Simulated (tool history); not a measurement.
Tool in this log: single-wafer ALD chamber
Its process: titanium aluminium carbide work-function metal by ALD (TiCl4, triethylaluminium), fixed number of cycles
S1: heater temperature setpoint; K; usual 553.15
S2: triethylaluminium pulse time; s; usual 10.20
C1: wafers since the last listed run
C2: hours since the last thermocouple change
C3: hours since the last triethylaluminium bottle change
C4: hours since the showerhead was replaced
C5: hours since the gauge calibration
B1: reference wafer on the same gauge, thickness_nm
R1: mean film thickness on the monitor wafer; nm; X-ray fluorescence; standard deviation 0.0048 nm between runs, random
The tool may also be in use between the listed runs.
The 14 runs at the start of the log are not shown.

run	hour	S1	S2	C1	C2	C3	C4	C5	B1	R1
15	373.2	539.15	13.29	269	2392.3	1612.2	163.7	35.2	1.950	1.545
16	393.4	546.15	6.80	157	2412.5	1632.4	183.9	55.4	1.952	1.509
# hour 416.2: triethylaluminium bottle replaced
17	416.7	563.15	6.31	119	2435.8	0.5	207.2	78.7	1.952	1.625
18	437.6	553.15	7.88	162	2456.7	21.4	228.1	99.6	1.950	1.601
19	473.1	558.15	12.31	276	2492.2	56.9	263.6	135.1	1.954	1.708
20	502.4	539.15	6.47	227	2521.5	86.2	292.9	164.4	1.953	1.433
21	520.1	540.15	10.20	137	2539.2	103.9	310.6	182.1	1.953	1.535
22	550.0	549.15	10.20	232	2569.1	133.8	340.5	212.0	1.956	1.605
# hour 558.6: thermocouple changed; heater temperature recalibrated
23	579.2	553.15	10.20	164	20.6	163.0	369.7	241.2	1.954	1.652
24	612.1	553.15	10.20	255	53.5	195.9	402.6	274.1	1.954	1.640

Run 25 is up next; what results do you expect?
25	641.3	564.15	7.41	227	82.7	225.1	431.8	303.3	?	?

Run 25 produced B1 1.954, R1 1.677 nm.
Minus the tool's unlogged condition, the same run would have read R1 1.672 nm.

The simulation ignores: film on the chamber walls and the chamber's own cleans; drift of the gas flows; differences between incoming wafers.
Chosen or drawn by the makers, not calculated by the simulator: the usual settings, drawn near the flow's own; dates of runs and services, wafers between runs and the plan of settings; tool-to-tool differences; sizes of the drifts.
